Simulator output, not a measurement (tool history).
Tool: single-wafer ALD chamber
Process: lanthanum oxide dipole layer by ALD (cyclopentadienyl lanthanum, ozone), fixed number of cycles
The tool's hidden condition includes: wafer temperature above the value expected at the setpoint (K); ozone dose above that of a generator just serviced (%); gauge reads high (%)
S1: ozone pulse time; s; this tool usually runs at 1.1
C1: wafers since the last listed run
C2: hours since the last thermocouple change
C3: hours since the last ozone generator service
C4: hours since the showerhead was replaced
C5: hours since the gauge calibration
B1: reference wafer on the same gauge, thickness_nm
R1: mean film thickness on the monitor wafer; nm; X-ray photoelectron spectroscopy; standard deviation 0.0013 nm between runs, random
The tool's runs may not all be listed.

{"run": 1, "hour": 0.0, "S1": 0.91, "C1": 0, "C2": 821.9, "C3": 867.2, "C4": 4125.6, "C5": 917.2, "B1": 0.433, "R1": 0.483}
{"run": 2, "hour": 75.9, "S1": 0.91, "C1": 1563, "C2": 897.8, "C3": 943.1, "C4": 4201.5, "C5": 993.1, "B1": 0.433, "R1": 0.486}
{"run": 3, "hour": 98.2, "S1": 1.44, "C1": 459, "C2": 920.1, "C3": 965.4, "C4": 4223.8, "C5": 1015.4, "B1": 0.433, "R1": 0.563}
{"run": 4, "hour": 120.3, "S1": 1.44, "C1": 455, "C2": 942.2, "C3": 987.5, "C4": 4245.9, "C5": 1037.5, "B1": 0.433, "R1": 0.563}
{"run": 5, "hour": 144.7, "S1": 1.1, "C1": 502, "C2": 966.6, "C3": 1011.9, "C4": 4270.3, "C5": 1061.9, "B1": 0.433, "R1": 0.523}
{"run": 6, "hour": 160.6, "S1": 1.1, "C1": 327, "C2": 982.5, "C3": 1027.8, "C4": 4286.2, "C5": 1077.8, "B1": 0.433, "R1": 0.524}
{"hour": 180.8, "done": "ozone generator serviced"}
{"run": 7, "hour": 181.3, "S1": 1.1, "C1": 261, "C2": 1003.2, "C3": 0.5, "C4": 4306.9, "C5": 1098.5, "B1": 0.433, "R1": 0.529}
{"run": 8, "hour": 222.0, "S1": 1.1, "C1": 838, "C2": 1043.9, "C3": 41.2, "C4": 4347.6, "C5": 1139.2, "B1": 0.433, "R1": 0.53}
{"run": 9, "hour": 240.4, "S1": 1.1, "C1": 379, "C2": 1062.3, "C3": 59.6, "C4": 4366, "C5": 1157.6, "B1": 0.433, "R1": 0.53}
{"run": 10, "hour": 253.6, "S1": 1.1, "C1": 271, "C2": 1075.5, "C3": 72.8, "C4": 4379.2, "C5": 1170.8, "B1": 0.433, "R1": 0.53}
{"run": 11, "hour": 279.2, "S1": 1.1, "C1": 527, "C2": 1101.1, "C3": 98.4, "C4": 4404.8, "C5": 1196.4, "B1": 0.433, "R1": 0.53}
{"hour": 291.0, "done": "thermocouple changed; heater temperature recalibrated"}
{"run": 12, "hour": 313.6, "S1": 1.1, "C1": 543, "C2": 22.6, "C3": 132.8, "C4": 4439.2, "C5": 1230.8, "B1": 0.433, "R1": 0.531}
{"run": 13, "hour": 359.8, "S1": 1.33, "C1": 951, "C2": 68.8, "C3": 179, "C4": 4485.4, "C5": 1277, "B1": 0.433, "R1": 0.558}
{"run": 14, "hour": 394.7, "S1": 0.92, "C1": 718, "C2": 103.7, "C3": 213.9, "C4": 4520.3, "C5": 1311.9, "B1": 0.433, "R1": 0.492}
{"run": 15, "hour": 408.2, "S1": 1.28, "C1": 278, "C2": 117.2, "C3": 227.4, "C4": 4533.8, "C5": 1325.4, "B1": 0.433, "R1": 0.553}
{"run": 16, "hour": 434.2, "S1": 1.28, "C1": 535, "C2": 143.2, "C3": 253.4, "C4": 4559.8, "C5": 1351.4, "B1": 0.433, "R1": 0.552}
{"hour": 454.5, "done": "showerhead replaced"}
{"run": 17, "hour": 455.0, "S1": 1.1, "C1": 263, "C2": 164, "C3": 274.2, "C4": 0.5, "C5": 1372.2, "B1": 0.433, "R1": 0.526}
{"run": 18, "hour": 472.0, "S1": 0.85, "C1": 350, "C2": 181, "C3": 291.2, "C4": 17.5, "C5": 1389.2, "B1": 0.433, "R1": 0.475}
{"hour": 488.4, "done": "gauge calibrated"}
{"run": 19, "hour": 503.4, "S1": 1.35, "C1": 646, "C2": 212.4, "C3": 322.6, "C4": 48.9, "C5": 15, "B1": 0.433, "R1": 0.559}
{"run": 20, "hour": 531.7, "S1": 1.1, "C1": 582, "C2": 240.7, "C3": 350.9, "C4": 77.2, "C5": 43.3, "B1": 0.433, "R1": 0.53}
{"run": 21, "hour": 567.6, "S1": 1.39, "C1": 739, "C2": 276.6, "C3": 386.8, "C4": 113.1, "C5": 79.2, "B1": 0.433, "R1": 0.563}
{"run": 22, "hour": 602.7, "S1": 0.96, "C1": 723, "C2": 311.7, "C3": 421.9, "C4": 148.2, "C5": 114.3, "B1": 0.433, "R1": 0.501}
{"run": 23, "hour": 626.9, "S1": 1.1, "C1": 498, "C2": 335.9, "C3": 446.1, "C4": 172.4, "C5": 138.5, "B1": 0.433, "R1": 0.525}
{"run": 24, "hour": 651.8, "S1": 0.97, "C1": 512, "C2": 360.8, "C3": 471, "C4": 197.3, "C5": 163.4, "B1": 0.433, "R1": 0.501}
{"run": 25, "hour": 667.9, "S1": 0.73, "C1": 331, "C2": 376.9, "C3": 487.1, "C4": 213.4, "C5": 179.5, "B1": 0.433, "R1": 0.43}
{"run": 26, "hour": 693.5, "S1": 1.47, "C1": 527, "C2": 402.5, "C3": 512.7, "C4": 239, "C5": 205.1, "B1": 0.433, "R1": 0.567}
{"run": 27, "hour": 720.3, "S1": 1.4, "C1": 552, "C2": 429.3, "C3": 539.5, "C4": 265.8, "C5": 231.9, "B1": 0.433, "R1": 0.56}
{"run": 28, "hour": 740.8, "S1": 1.49, "C1": 422, "C2": 449.8, "C3": 560, "C4": 286.3, "C5": 252.4, "B1": 0.433, "R1": 0.57}
{"run": 29, "hour": 768.7, "S1": 0.74, "C1": 574, "C2": 477.7, "C3": 587.9, "C4": 314.2, "C5": 280.3, "B1": 0.433, "R1": 0.436}
{"run": 30, "hour": 783.3, "S1": 0.68, "C1": 300, "C2": 492.3, "C3": 602.5, "C4": 328.8, "C5": 294.9, "B1": 0.433, "R1": 0.411}
{"run": 31, "hour": 797.5, "S1": 0.75, "C1": 292, "C2": 506.5, "C3": 616.7, "C4": 343, "C5": 309.1, "B1": 0.433, "R1": 0.439}
{"run": 32, "hour": 822.9, "S1": 0.77, "C1": 523, "C2": 531.9, "C3": 642.1, "C4": 368.4, "C5": 334.5, "B1": 0.433, "R1": 0.447}
{"run": 33, "hour": 843.0, "S1": 1.23, "C1": 414, "C2": 552, "C3": 662.2, "C4": 388.5, "C5": 354.6, "B1": 0.433, "R1": 0.545}
{"run": 34, "hour": 866.7, "S1": 1.43, "C1": 488, "C2": 575.7, "C3": 685.9, "C4": 412.2, "C5": 378.3, "B1": 0.433, "R1": 0.564}

How the hidden state differs across the entries between the runs, from the last listed run before each to the first after it:
Runs 6 to 7: ozone generator serviced (hour 180.8)
  ozone dose above that of a generator just serviced (%): -4.07 -> -0.0484
  difference, measured minus the result without the unlogged condition, R1: -0.007 -> +0 nm
Runs 11 to 12: thermocouple changed; heater temperature recalibrated (hour 291)
  ozone dose above that of a generator just serviced (%): -0.392 -> -0.513
  difference, measured minus the result without the unlogged condition, R1: +0 -> -0.001 nm
Runs 16 to 17: showerhead replaced (hour 454.5)
  ozone dose above that of a generator just serviced (%): -0.936 -> -1.01
  difference, measured minus the result without the unlogged condition, R1: -0.001 -> -0.002 nm
Runs 18 to 19: gauge calibrated (hour 488.4)
  ozone dose above that of a generator just serviced (%): -1.07 -> -1.18
  difference, measured minus the result without the unlogged condition, R1: -0.002 -> -0.002 nm

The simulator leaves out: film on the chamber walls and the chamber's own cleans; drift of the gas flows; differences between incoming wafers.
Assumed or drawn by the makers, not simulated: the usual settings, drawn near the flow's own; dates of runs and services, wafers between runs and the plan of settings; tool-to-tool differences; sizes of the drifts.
